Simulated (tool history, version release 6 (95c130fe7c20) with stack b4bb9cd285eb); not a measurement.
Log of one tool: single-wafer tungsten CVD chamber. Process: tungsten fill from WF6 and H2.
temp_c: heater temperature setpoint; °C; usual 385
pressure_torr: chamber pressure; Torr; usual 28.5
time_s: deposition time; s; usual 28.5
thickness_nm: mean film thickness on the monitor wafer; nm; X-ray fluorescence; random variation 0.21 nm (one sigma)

| run | day | temp_c | pressure_torr | time_s | wafers since the last listed run | hours since the last thermocouple change | hours since the last manometer calibration | hours since the showerhead was replaced | hours since the gauge calibration | read-back reference wafer on the same gauge, thickness_nm | thickness_nm |
|---|---|---|---|---|---|---|---|---|---|---|---|
| 1 | 0 | 385 | 28.5 | 28.5 | 0 | 1811.5 | 2653.3 | 4086.7 | 217.7 | 68.725 | 54.62 |
| 2 | 0.975 | 385 | 28.5 | 28.5 | 337 | 1834.9 | 2676.7 | 4110.1 | 241.1 | 68.63 | 54.112 |
| 3 | 2.425 | 385 | 32.8 | 28.5 | 502 | 1869.7 | 2711.5 | 4144.9 | 275.9 | 68.661 | 58.881 |
| 4 | 3.188 | 385 | 25.4 | 28.5 | 264 | 1888 | 2729.8 | 4163.2 | 294.2 | 68.612 | 50.469 |
| 5 | 4.129 | 385 | 25.4 | 28.5 | 326 | 1910.6 | 2752.4 | 4185.8 | 316.8 | 68.734 | 50.421 |
|  | 4.258 | gauge calibrated |
| 6 | 5.592 | 385 | 28.5 | 28.5 | 506 | 1945.7 | 2787.5 | 4220.9 | 32 | 68.694 | 54.08 |
| 7 | 6.238 | 385 | 28.5 | 28.5 | 223 | 1961.2 | 2803 | 4236.4 | 47.5 | 68.667 | 54.218 |
| 8 | 6.804 | 381 | 23.8 | 23.7 | 196 | 1974.8 | 2816.6 | 4250 | 61.1 | 68.709 | 37.53 |

The next listed run, before its measurement:
|  | 8.05 | thermocouple changed; heater temperature recalibrated |
| 9 | 8.846 | 379 | 34.7 | 28.5 | 591 | 19.1 | 2865.6 | 4299 | 110.1 | ? | ? |

{"run 9": {"read-back reference wafer on the same gauge, thickness_nm": 68.635, "thickness_nm": 59.915}}
Without the tool's hidden state the same run would have given thickness_nm 59.714 nm.
